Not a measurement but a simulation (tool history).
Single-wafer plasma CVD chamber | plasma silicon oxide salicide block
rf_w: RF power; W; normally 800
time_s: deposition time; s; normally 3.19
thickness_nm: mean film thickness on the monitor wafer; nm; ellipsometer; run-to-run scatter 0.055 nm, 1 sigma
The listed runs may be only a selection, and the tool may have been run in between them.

run	hour	rf_w	time_s	wafers since the last listed run	hours since the last RF generator calibration	hours since the showerhead was replaced	hours since the gauge calibration	read-back reference wafer on the same gauge, thickness_nm	thickness_nm
1	0.0	800	3.19	0	2134.7	2647.4	166.7	38.321	35.684
2	16.4	800	3.19	564	2151.1	2663.8	183.1	38.307	35.830
3	36.0	800	3.19	675	2170.7	2683.4	202.7	38.299	35.760
4	65.9	800	3.53	1030	2200.6	2713.3	232.6	38.324	39.554
5	79.3	800	3.53	461	2214.0	2726.7	246.0	38.287	39.682
6	110.7	835	3.19	1081	2245.4	2758.1	277.4	38.308	35.983
7	133.8	835	3.19	795	2268.5	2781.2	300.5	38.313	36.156
8	151.6	835	3.19	613	2286.3	2799.0	318.3	38.315	36.162
9	183.4	840	3.19	1095	2318.1	2830.8	350.1	38.285	36.116
10	198.6	840	3.19	523	2333.3	2846.0	365.3	38.328	36.144
# hour 231.5: gauge calibrated
11	249.7	800	3.19	1760	2384.4	2897.1	18.2	38.299	35.731
12	263.5	800	3.19	475	2398.2	2910.9	32.0	38.302	35.721
# hour 288.2: RF generator calibrated
13	288.7	800	3.19	592	0.5	2936.1	57.2	38.319	36.399
14	309.8	645	3.19	726	21.6	2957.2	78.3	38.288	34.692
15	341.9	740	2.71	1105	53.7	2989.3	110.4	38.301	30.337
16	375.3	800	2.96	1150	87.1	3022.7	143.8	38.298	33.852
17	404.6	800	3.19	1009	116.4	3052.0	173.1	38.270	36.442
18	439.9	885	2.90	1216	151.7	3087.3	208.4	38.298	33.742
19	469.3	800	2.77	1012	181.1	3116.7	237.8	38.278	31.664
# hour 488.8: showerhead replaced
20	498.2	875	2.64	720	210.0	9.4	266.7	38.300	30.768
21	513.2	675	3.70	516	225.0	24.4	281.7	38.302	40.632
22	534.2	905	2.97	723	246.0	45.4	302.7	38.294	34.810
23	558.9	845	3.41	850	270.7	70.1	327.4	38.313	39.258
24	587.7	690	3.46	992	299.5	98.9	356.2	38.321	38.096
25	603.8	800	3.19	554	315.6	115.0	372.3	38.297	36.305
26	630.6	695	2.91	923	342.4	141.8	399.1	38.300	32.138
# hour 662.7: gauge calibrated
27	665.2	800	3.19	1191	377.0	176.4	2.5	38.294	36.393

3 options for the next run, each taken on its own from the tool as it stands now. Forecast them:
A	665.6	800	3.19	13	377.4	176.8	2.9	?	?
B	665.6	710	3.37	13	377.4	176.8	2.9	?	?
C	665.6	800	2.73	13	377.4	176.8	2.9	?	?

run	read-back reference wafer on the same gauge, thickness_nm	thickness_nm
A	38.303	36.352
B	38.303	37.372
C	38.303	31.110
With no hidden state in the tool, these same runs would have given:
run	thickness_nm
A	36.538
B	37.562
C	31.269
